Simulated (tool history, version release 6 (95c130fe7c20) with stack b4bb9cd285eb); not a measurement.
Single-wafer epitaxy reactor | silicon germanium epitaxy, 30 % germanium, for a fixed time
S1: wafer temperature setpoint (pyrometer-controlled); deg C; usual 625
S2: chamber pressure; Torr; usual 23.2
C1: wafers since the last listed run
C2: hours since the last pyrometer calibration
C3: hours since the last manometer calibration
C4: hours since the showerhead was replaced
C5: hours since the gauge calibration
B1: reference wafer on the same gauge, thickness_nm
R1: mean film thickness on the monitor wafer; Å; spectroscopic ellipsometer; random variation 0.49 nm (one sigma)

run	hour	S1	S2	C1	C2	C3	C4	C5	B1	R1
1	0.0	625	23.2	0	827.2	233.7	5157.9	675.1	119.924	1057.37
2	43.3	625	27.7	718	870.5	277.0	5201.2	718.4	119.949	1199.56
3	97.3	625	27.7	896	924.5	331.0	5255.2	772.4	120.084	1177.95
4	144.8	625	27.7	788	972.0	378.5	5302.7	819.9	120.018	1179.96
5	215.9	625	23.2	1180	1043.1	449.6	5373.8	891.0	120.062	1067.18
6	268.9	625	23.2	879	1096.1	502.6	5426.8	944.0	119.915	1060.00
7	328.7	625	23.2	992	1155.9	562.4	5486.6	1003.8	120.001	1049.83
8	399.2	625	23.2	1170	1226.4	632.9	5557.1	1074.3	119.983	1057.11
9	443.0	625	23.2	727	1270.2	676.7	5600.9	1118.1	119.923	1053.31
10	509.0	625	23.2	1095	1336.2	742.7	5666.9	1184.1	119.956	1063.31
11	579.3	625	23.2	1167	1406.5	813.0	5737.2	1254.4	119.874	1048.61
12	624.5	621	21.4	750	1451.7	858.2	5782.4	1299.6	119.960	921.25
13	662.9	625	23.2	637	1490.1	896.6	5820.8	1338.0	119.942	1051.39
# hour 675.0: pyrometer calibrated
14	693.8	633	26.9	380	18.8	927.5	5851.7	1368.9	119.986	1302.43
# hour 719.5: gauge calibrated
15	720.7	615	23.2	446	45.7	954.4	5878.6	1.2	120.197	882.72
16	745.9	612	26.3	418	70.9	979.6	5903.8	26.4	120.046	899.24
17	793.5	634	28.9	790	118.5	1027.2	5951.4	74.0	119.918	1388.23
18	838.1	612	28.5	740	163.1	1071.8	5996.0	118.6	119.898	932.56
19	891.6	637	25.2	888	216.6	1125.3	6049.5	172.1	119.964	1333.20
20	957.0	625	21.0	1085	282.0	1190.7	6114.9	237.5	119.992	969.22
21	1019.8	633	27.7	1042	344.8	1253.5	6177.7	300.3	119.952	1320.36
22	1088.4	625	23.2	1138	413.4	1322.1	6246.3	368.9	120.052	1031.54
# hour 1101.5: showerhead replaced
# hour 1110.4: capacitance manometer re-zeroed and calibrated
23	1137.2	639	28.9	544	462.2	26.8	35.7	417.7	119.953	1574.32
24	1172.7	611	17.8	589	497.7	62.3	71.2	453.2	119.929	710.01
25	1216.0	625	23.2	718	541.0	105.6	114.5	496.5	119.864	1093.73
26	1249.1	614	18.4	549	574.1	138.7	147.6	529.6	119.977	771.95
27	1278.1	634	25.6	481	603.1	167.7	176.6	558.6	119.833	1342.45
28	1306.4	614	23.2	469	631.4	196.0	204.9	586.9	120.090	894.60
29	1370.0	620	18.1	1055	695.0	259.6	268.5	650.5	119.974	837.92
30	1404.2	630	26.5	567	729.2	293.8	302.7	684.7	120.031	1273.02
31	1461.8	625	27.7	956	786.8	351.4	360.3	742.3	120.047	1199.58
32	1496.8	636	17.7	581	821.8	386.4	395.3	777.3	120.016	1084.81
33	1554.8	620	26.2	962	879.8	444.4	453.3	835.3	120.010	1058.57
34	1590.0	636	26.2	584	915.0	479.6	488.5	870.5	120.046	1386.18
35	1635.1	632	25.7	748	960.1	524.7	533.6	915.6	119.992	1283.24

Measured less the same run without the tool's hidden state. The same run-to-run variation is in both; the gauge's scatter may not be:
The hidden state here: wafer temperature above the value expected at the setpoint (K); true pressure above the setpoint (%); gauge reads high (%).
run	R1
1	-7.10
2	-9.74
3	-11.64
4	-13.49
5	-14.71
6	-16.47
7	-18.42
8	-21.06
9	-22.55
10	-25.16
11	-27.35
12	-25.47
13	-30.47
14	-39.16
15	-27.37
16	-28.69
17	-46.62
18	-32.79
19	-49.43
20	-38.22
21	-55.08
22	-45.62
23	+15.59
24	+6.26
25	+8.20
26	+4.99
27	+7.49
28	+4.20
29	+2.27
30	+2.09
31	-0.21
32	-1.39
33	-3.31
34	-5.90
35	-7.31
